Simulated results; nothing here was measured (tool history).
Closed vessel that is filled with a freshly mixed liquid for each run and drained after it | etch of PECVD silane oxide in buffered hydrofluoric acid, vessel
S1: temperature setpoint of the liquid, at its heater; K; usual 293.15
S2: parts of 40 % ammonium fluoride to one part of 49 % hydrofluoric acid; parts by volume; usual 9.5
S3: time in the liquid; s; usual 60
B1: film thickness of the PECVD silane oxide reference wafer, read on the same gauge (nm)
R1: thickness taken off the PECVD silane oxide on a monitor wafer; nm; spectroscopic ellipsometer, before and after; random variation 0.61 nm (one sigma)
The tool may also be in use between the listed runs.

Run 1, hour 0.0: usual settings; B1 89.98. Result: R1 164.04 nm.
At hour 56.9: hydrofluoric acid flow meter replaced.
Run 2, hour 61.1: usual settings but S3 80 s; B1 89.98. Result: R1 211.04 nm.
Run 3, hour 118.8: usual settings but S3 80 s; B1 90.00. Result: R1 211.93 nm.
Run 4, hour 321.2: usual settings but S1 290.15 K; B1 90.02. Result: R1 136.98 nm.
Run 5, hour 346.1: usual settings but S1 290.15 K; B1 90.01. Result: R1 136.83 nm.
Run 6, hour 392.7: usual settings but S1 290.15 K; B1 89.99. Result: R1 137.25 nm.
Run 7, hour 421.6: usual settings; B1 90.02. Result: R1 162.05 nm.
Run 8, hour 460.8: usual settings; B1 89.99. Result: R1 162.72 nm.
Run 9, hour 514.3: usual settings but S2 8.0 parts by volume; B1 89.96. Result: R1 197.63 nm.
At hour 544.2: hydrofluoric acid flow meter replaced.
Run 10, hour 544.9: usual settings; B1 90.01. Result: R1 160.01 nm.
Run 11, hour 574.7: usual settings but S1 290.65 K, S3 75 s; B1 90.02. Result: R1 173.66 nm.
Run 12, hour 626.8: usual settings but S1 290.15 K, S2 8.5 parts by volume; B1 90.01. Result: R1 149.85 nm.
At hour 646.0: thermometer replaced.
Run 13, hour 695.0: usual settings but S2 6.5 parts by volume, S3 35 s; B1 89.96. Result: R1 134.79 nm.
Run 14, hour 752.0: usual settings but S1 290.15 K, S3 45 s; B1 90.00. Result: R1 101.40 nm.
Run 15, hour 810.3: usual settings; B1 90.02. Result: R1 160.01 nm.
At hour 811.0: gauge calibrated.
Run 16, hour 860.4: usual settings but S3 35 s; B1 90.02. Result: R1 93.73 nm.
Run 17, hour 920.6: usual settings but S1 295.15 K; B1 90.00. Result: R1 180.37 nm.
Run 18, hour 980.3: usual settings but S3 90 s; B1 89.99. Result: R1 243.96 nm.
Run 19, hour 1016.4: usual settings but S1 294.65 K, S2 8.0 parts by volume, S3 95 s; B1 90.02. Result: R1 338.39 nm.
At hour 1055.8: hydrofluoric acid flow meter replaced.
Run 20, hour 1086.4: usual settings but S1 296.65 K; B1 89.98. Result: R1 191.24 nm.
Run 21, hour 1158.2: usual settings but S1 290.15 K, S2 12.0 parts by volume, S3 95 s; B1 90.01. Result: R1 172.23 nm.
Run 22, hour 1205.0: usual settings but S2 12.5 parts by volume, S3 85 s; B1 90.00. Result: R1 176.82 nm.
Run 23, hour 1309.7: usual settings; B1 89.99. Result: R1 160.94 nm.
Run 24, hour 1378.0: usual settings but S1 290.65 K, S2 12.5 parts by volume, S3 80 s; B1 90.00. Result: R1 146.65 nm.
Run 25, hour 1405.0: usual settings but S1 290.15 K, S2 11.5 parts by volume; B1 89.99. Result: R1 117.36 nm.
Run 26, hour 1443.7: usual settings but S1 295.65 K, S2 6.0 parts by volume, S3 30 s; B1 90.02. Result: R1 145.76 nm.
Run 27, hour 1510.2: usual settings but S3 75 s; B1 90.02. Result: R1 204.29 nm.
At hour 1548.9: thermometer replaced.
Run 28, hour 1570.0: usual settings but S1 290.15 K, S2 12.5 parts by volume, S3 75 s; B1 89.99. Result: R1 134.06 nm.
Run 29, hour 1628.7: usual settings but S1 294.65 K, S2 11.0 parts by volume, S3 85 s; B1 90.00. Result: R1 225.47 nm.
At hour 1661.0: hydrofluoric acid flow meter replaced.
Run 30, hour 1669.2: usual settings; B1 89.96. Result: R1 156.99 nm.
Run 31, hour 1732.6: usual settings but S2 10.5 parts by volume; B1 89.98. Result: R1 147.00 nm.
Run 32, hour 1760.2: usual settings; B1 90.00. Result: R1 158.85 nm.
Run 33, hour 1789.4: usual settings; B1 89.99. Result: R1 159.34 nm.

The tool's hidden state at each run:
gauge reads high (%): 0 in every run
H1: liquid hotter than its thermometer reads (K)
H2: hydrofluoric acid flow above the setpoint (%)
run      H1     H2
  1   0.141   6.34
  2    0.16  0.659
  3   0.178   1.26
  4    0.24   3.37
  5   0.248   3.63
  6   0.262   4.11
  7   0.271   4.41
  8   0.283   4.82
  9     0.3   5.38
 10   0.309  0.918
 11   0.319   1.23
 12   0.335   1.77
 13  0.0233   2.48
 14  0.0409   3.08
 15  0.0589   3.68
 16  0.0744    4.2
 17   0.093   4.83
 18   0.111   5.45
 19   0.123   5.83
 20   0.144  0.594
 21   0.166   1.34
 22   0.181   1.83
 23   0.213   2.92
 24   0.234   3.63
 25   0.243   3.91
 26   0.255   4.32
 27   0.275   5.01
 28  0.0142   5.63
 29  0.0323   6.24
 30  0.0448    1.4
 31  0.0644   2.06
 32   0.073   2.35
 33   0.082   2.66
